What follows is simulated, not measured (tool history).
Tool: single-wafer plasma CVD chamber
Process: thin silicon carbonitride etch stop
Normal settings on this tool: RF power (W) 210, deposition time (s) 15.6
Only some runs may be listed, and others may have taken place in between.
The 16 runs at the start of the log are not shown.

| run | hour | RF power (W) | deposition time (s) | read-back reference wafer on the same gauge, thickness_nm | mean film thickness on the monitor wafer (angstrom) |
|---|---|---|---|---|---|
| 17 | 766.8 | 190 | 15.6 | 8.823 | 82.56 |
| 18 | 821.0 | 210 | 15.6 | 8.822 | 86.77 |
| 19 | 865.6 | 210 | 15.6 | 8.826 | 87.33 |
| 20 | 928.3 | 210 | 15.6 | 8.812 | 87.04 |
| 21 | 983.4 | 175 | 15.6 | 8.795 | 79.51 |
|  | 991.5 | gauge calibrated |
| 22 | 1041.7 | 185 | 14.5 | 8.814 | 76.08 |
| 23 | 1068.5 | 235 | 17.6 | 8.821 | 101.74 |
|  | 1124.8 | thermocouple changed; heater temperature recalibrated |
| 24 | 1133.3 | 230 | 17.3 | 8.814 | 99.24 |
| 25 | 1164.4 | 195 | 14.7 | 8.833 | 78.29 |
| 26 | 1217.6 | 225 | 17.0 | 8.802 | 96.85 |
| 27 | 1252.9 | 210 | 17.6 | 8.810 | 97.30 |
| 28 | 1281.2 | 210 | 15.6 | 8.806 | 85.64 |
| 29 | 1489.7 | 185 | 13.7 | 8.790 | 70.00 |
| 30 | 1705.2 | 210 | 15.6 | 8.788 | 83.64 |

4 options for the next run, each taken on its own from the tool as it stands now. Forecast them:
| A | 1705.6 | 220 | 15.6 | ? | ? |
| B | 1705.6 | 170 | 18.4 | ? | ? |
| C | 1705.6 | 210 | 18.5 | ? | ? |
| D | 1705.6 | 170 | 15.6 | ? | ? |

| run | read-back reference wafer on the same gauge, thickness_nm | mean film thickness on the monitor wafer (angstrom) |
|---|---|---|
| A | 8.798 | 86.02 |
| B | 8.798 | 90.93 |
| C | 8.798 | 100.10 |
| D | 8.798 | 77.09 |
With the hidden condition removed and each run's random variation left untouched, the same runs would have given:
| run | mean film thickness on the monitor wafer (angstrom) |
|---|---|
| A | 89.08 |
| B | 94.16 |
| C | 103.66 |
| D | 79.84 |

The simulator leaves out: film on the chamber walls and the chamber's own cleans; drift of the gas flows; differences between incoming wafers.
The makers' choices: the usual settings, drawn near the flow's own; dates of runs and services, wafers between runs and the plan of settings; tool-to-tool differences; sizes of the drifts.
